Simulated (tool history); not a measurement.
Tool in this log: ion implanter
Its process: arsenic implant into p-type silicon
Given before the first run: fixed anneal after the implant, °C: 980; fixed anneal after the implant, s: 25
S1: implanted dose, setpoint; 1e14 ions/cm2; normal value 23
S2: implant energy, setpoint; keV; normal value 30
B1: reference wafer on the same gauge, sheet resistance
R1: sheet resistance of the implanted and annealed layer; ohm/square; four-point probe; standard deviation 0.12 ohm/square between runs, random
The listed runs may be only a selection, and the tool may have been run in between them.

| run | hour | S1 | S2 | B1 | R1 |
|---|---|---|---|---|---|
| 1 | 0 | 20.42 | 30 | 83.71 | 83.6 |
| 2 | 38 | 23 | 30 | 83.67 | 82.5 |
| 3 | 65.6 | 23 | 30 | 83.7 | 82.24 |
| 4 | 90.4 | 23 | 30 | 83.69 | 82.38 |
| 5 | 140.8 | 23 | 30 | 83.72 | 82.3 |
| 6 | 188.7 | 23 | 30 | 83.68 | 82.26 |
| 7 | 242.8 | 23 | 30 | 83.69 | 82.36 |
|  | 244.4 | gauge calibrated |
| 8 | 268.3 | 23 | 30 | 83.67 | 82.18 |
| 9 | 304.7 | 23 | 38 | 83.7 | 73.51 |
| 10 | 332.3 | 23 | 30 | 83.68 | 82.43 |
|  | 361.9 | extraction supply calibrated |
| 11 | 390.4 | 19.49 | 38.5 | 83.71 | 75.55 |
|  | 428.1 | Faraday cup replaced and dose calibrated |
| 12 | 450.5 | 23 | 21.5 | 83.69 | 95.73 |
| 13 | 513.6 | 29.09 | 38.5 | 83.71 | 70.65 |
| 14 | 574.5 | 23 | 21.5 | 83.68 | 95.59 |
| 15 | 604.3 | 16.98 | 21 | 83.7 | 101.16 |
| 16 | 654.1 | 23 | 30 | 83.73 | 82.28 |

Exercise: give the hidden state of the tool at every run:
deviation of the true dose from the Faraday cup's reading, %: 0, the same for each run
deviation of the true energy from its setpoint, %: 0, the same for each run
gauge reads high (%): 0, the same for each run
